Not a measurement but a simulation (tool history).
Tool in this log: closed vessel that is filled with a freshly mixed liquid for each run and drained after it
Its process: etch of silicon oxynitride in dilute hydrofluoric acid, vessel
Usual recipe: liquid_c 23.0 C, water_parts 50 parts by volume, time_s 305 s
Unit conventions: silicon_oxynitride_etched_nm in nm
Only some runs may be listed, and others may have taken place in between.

| run | day | liquid_c | water_parts | time_s | wafers since the last listed run | hours since the thermometer was replaced | hours since the hydrofluoric acid flow meter was replaced | hours since the gauge calibration | read-back film thickness of the silicon oxynitride reference wafer, read on the same gauge (nm) | silicon_oxynitride_etched_nm |
|---|---|---|---|---|---|---|---|---|---|---|
| 1 | 0.000 | 23.0 | 50 | 305 | 0 | 1056.3 | 586.5 | 699.7 | 130.00 | 8.68 |
| 2 | 4.167 | 23.0 | 50 | 305 | 5000 | 1156.3 | 686.5 | 799.7 | 129.96 | 8.58 |
| 3 | 8.221 | 23.0 | 50 | 305 | 4865 | 1253.6 | 783.8 | 897.0 | 129.97 | 8.64 |
| 4 | 11.796 | 23.0 | 50 | 305 | 4290 | 1339.4 | 869.6 | 982.8 | 130.00 | 8.73 |
| 5 | 15.292 | 21.0 | 50 | 305 | 4195 | 1423.3 | 953.5 | 1066.7 | 130.02 | 7.86 |
| 6 | 18.979 | 21.0 | 50 | 305 | 4425 | 1511.8 | 1042.0 | 1155.2 | 130.03 | 7.79 |
| 7 | 22.517 | 21.0 | 50 | 305 | 4245 | 1596.7 | 1126.9 | 1240.1 | 129.95 | 7.78 |
| 8 | 25.079 | 23.0 | 30 | 305 | 3075 | 1658.2 | 1188.4 | 1301.6 | 129.97 | 14.71 |
| 9 | 28.896 | 23.0 | 30 | 305 | 4580 | 1749.8 | 1280.0 | 1393.2 | 129.99 | 14.53 |
| 10 | 31.696 | 23.0 | 30 | 305 | 3360 | 1817.0 | 1347.2 | 1460.4 | 130.02 | 14.64 |
| 11 | 33.725 | 23.0 | 50 | 305 | 2435 | 1865.7 | 1395.9 | 1509.1 | 130.04 | 8.68 |
|  | 35.038 | gauge calibrated |
|  | 36.250 | thermometer replaced |
| 12 | 36.825 | 23.0 | 50 | 305 | 3670 | 13.8 | 1470.3 | 42.9 | 129.98 | 8.66 |
|  | 37.596 | hydrofluoric acid flow meter replaced |
| 13 | 44.454 | 23.0 | 50 | 305 | 9106 | 196.9 | 164.6 | 226.0 | 129.97 | 8.61 |
| 14 | 46.421 | 28.0 | 60 | 375 | 2360 | 244.1 | 211.8 | 273.2 | 129.97 | 11.13 |
| 15 | 48.342 | 25.0 | 50 | 305 | 2305 | 290.2 | 257.9 | 319.3 | 129.96 | 9.63 |
| 16 | 51.579 | 19.0 | 50 | 485 | 3885 | 367.9 | 335.6 | 397.0 | 129.99 | 11.23 |
| 17 | 53.750 | 27.0 | 35 | 385 | 2605 | 420.0 | 387.7 | 449.1 | 130.00 | 19.25 |
| 18 | 56.996 | 19.5 | 65 | 365 | 3895 | 497.9 | 465.6 | 527.0 | 129.99 | 6.66 |
| 19 | 58.500 | 23.0 | 50 | 305 | 1805 | 534.0 | 501.7 | 563.1 | 130.00 | 8.66 |
| 20 | 62.896 | 19.5 | 65 | 305 | 5275 | 639.5 | 607.2 | 668.6 | 130.01 | 5.55 |
| 21 | 64.908 | 25.5 | 35 | 400 | 2415 | 687.8 | 655.5 | 716.9 | 130.00 | 18.46 |
| 22 | 67.671 | 23.0 | 50 | 305 | 3315 | 754.1 | 721.8 | 783.2 | 129.97 | 8.59 |
| 23 | 80.550 | 23.0 | 70 | 305 | 15456 | 1063.2 | 1030.9 | 1092.3 | 130.00 | 6.11 |
| 24 | 83.708 | 26.0 | 65 | 130 | 3790 | 1139.0 | 1106.7 | 1168.1 | 130.00 | 3.23 |
| 25 | 86.975 | 26.0 | 50 | 305 | 3920 | 1217.4 | 1185.1 | 1246.5 | 130.00 | 10.00 |

Run-by-run hidden state of the tool:
liquid hotter than its thermometer reads (K): 0 in every run
hydrofluoric acid flow above the setpoint (%): 0 in every run
gauge reads high (%): 0 in every run
